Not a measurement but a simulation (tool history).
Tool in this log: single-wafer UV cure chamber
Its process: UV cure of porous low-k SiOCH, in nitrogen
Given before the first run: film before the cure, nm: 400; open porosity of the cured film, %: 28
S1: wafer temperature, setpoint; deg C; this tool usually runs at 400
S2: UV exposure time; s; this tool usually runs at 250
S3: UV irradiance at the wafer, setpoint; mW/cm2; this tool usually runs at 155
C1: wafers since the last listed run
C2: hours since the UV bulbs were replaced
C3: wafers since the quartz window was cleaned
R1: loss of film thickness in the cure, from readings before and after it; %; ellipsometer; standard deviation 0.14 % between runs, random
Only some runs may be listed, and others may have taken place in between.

Run 1, day 0.000: usual settings; C1 0; C2 1475.1; C3 1483. Result: R1 14.450 %.
Run 2, day 1.646: usual settings; C1 478; C2 1514.6; C3 1961. Result: R1 14.407 %.
Run 3, day 4.838: usual settings but S2 340 s; C1 927; C2 1591.2; C3 2888. Result: R1 15.901 %.
At day 6.758: quartz window cleaned.
Run 4, day 9.067: usual settings but S2 340 s; C1 1131; C2 1692.7; C3 670. Result: R1 15.826 %.
Run 5, day 11.442: usual settings but S1 414 deg C; C1 689; C2 1749.7; C3 1359. Result: R1 14.199 %.
Run 6, day 14.875: usual settings but S1 414 deg C; C1 997; C2 1832.1; C3 2357. Result: R1 14.429 %.
At day 20.529: quartz window cleaned.
Run 7, day 22.596: usual settings; C1 2145; C2 2017.4; C3 599. Result: R1 14.032 %.
Run 8, day 24.750: usual settings; C1 625; C2 2069.1; C3 1225. Result: R1 14.044 %.
Run 9, day 28.008: usual settings; C1 946; C2 2147.3; C3 2172. Result: R1 13.968 %.
Run 10, day 29.879: usual settings; C1 543; C2 2192.2; C3 2715. Result: R1 13.742 %.
Run 11, day 32.729: usual settings but S2 305 s, S3 127 mW/cm2; C1 827; C2 2260.6; C3 3543. Result: R1 13.580 %.
At day 35.042: quartz window cleaned.
Run 12, day 43.196: usual settings; C1 2943; C2 2511.8; C3 2368. Result: R1 13.314 %.
Run 13, day 46.104: usual settings but S1 395 deg C, S2 330 s, S3 179 mW/cm2; C1 844; C2 2581.6; C3 3212. Result: R1 15.277 %.
At day 48.317: UV bulbs replaced.
Run 14, day 48.338: usual settings but S1 391 deg C, S2 110 s; C1 551; C2 0.5; C3 3764. Result: R1 11.113 %.
At day 48.788: quartz window cleaned.
Run 15, day 49.708: usual settings but S2 365 s; C1 301; C2 33.4; C3 267. Result: R1 17.335 %.
Run 16, day 53.371: usual settings; C1 1063; C2 121.3; C3 1331. Result: R1 15.282 %.
Run 17, day 55.417: usual settings but S1 415 deg C, S2 165 s, S3 116 mW/cm2; C1 594; C2 170.4; C3 1925. Result: R1 11.879 %.
Run 18, day 58.312: usual settings but S1 395 deg C, S2 330 s, S3 179 mW/cm2; C1 841; C2 239.9; C3 2766. Result: R1 17.127 %.
Run 19, day 60.204: usual settings but S2 195 s; C1 549; C2 285.3; C3 3316. Result: R1 14.161 %.
At day 63.242: quartz window cleaned.
Run 20, day 63.992: usual settings but S2 305 s, S3 127 mW/cm2; C1 1003; C2 376.2; C3 218. Result: R1 15.084 %.
Run 21, day 67.479: usual settings but S1 415 deg C, S2 110 s, S3 128 mW/cm2; C1 1013; C2 459.9; C3 1231. Result: R1 10.278 %.

Forecast each of these 5 alternatives for the next run:
Run A, day 67.496: usual settings; C1 4; C2 460.3; C3 1235. Result: R1 ?.
Run B, day 67.496: usual settings but S1 393 deg C, S2 385 s, S3 140 mW/cm2; C1 4; C2 460.3; C3 1235. Result: R1 ?.
Run C, day 67.496: usual settings but S1 392 deg C; C1 4; C2 460.3; C3 1235. Result: R1 ?.
Run D, day 67.496: usual settings but S1 405 deg C, S2 305 s, S3 125 mW/cm2; C1 4; C2 460.3; C3 1235. Result: R1 ?.
Run E, day 67.496: usual settings but S1 386 deg C, S2 135 s, S3 186 mW/cm2; C1 4; C2 460.3; C3 1235. Result: R1 ?.

run      R1
  A  14.915
  B  16.455
  C  14.759
  D  14.929
  E  12.499
What these runs would have given with no unlogged condition in the tool:
run      R1
  A  15.437
  B  16.984
  C  15.280
  D  15.451
  E  13.001

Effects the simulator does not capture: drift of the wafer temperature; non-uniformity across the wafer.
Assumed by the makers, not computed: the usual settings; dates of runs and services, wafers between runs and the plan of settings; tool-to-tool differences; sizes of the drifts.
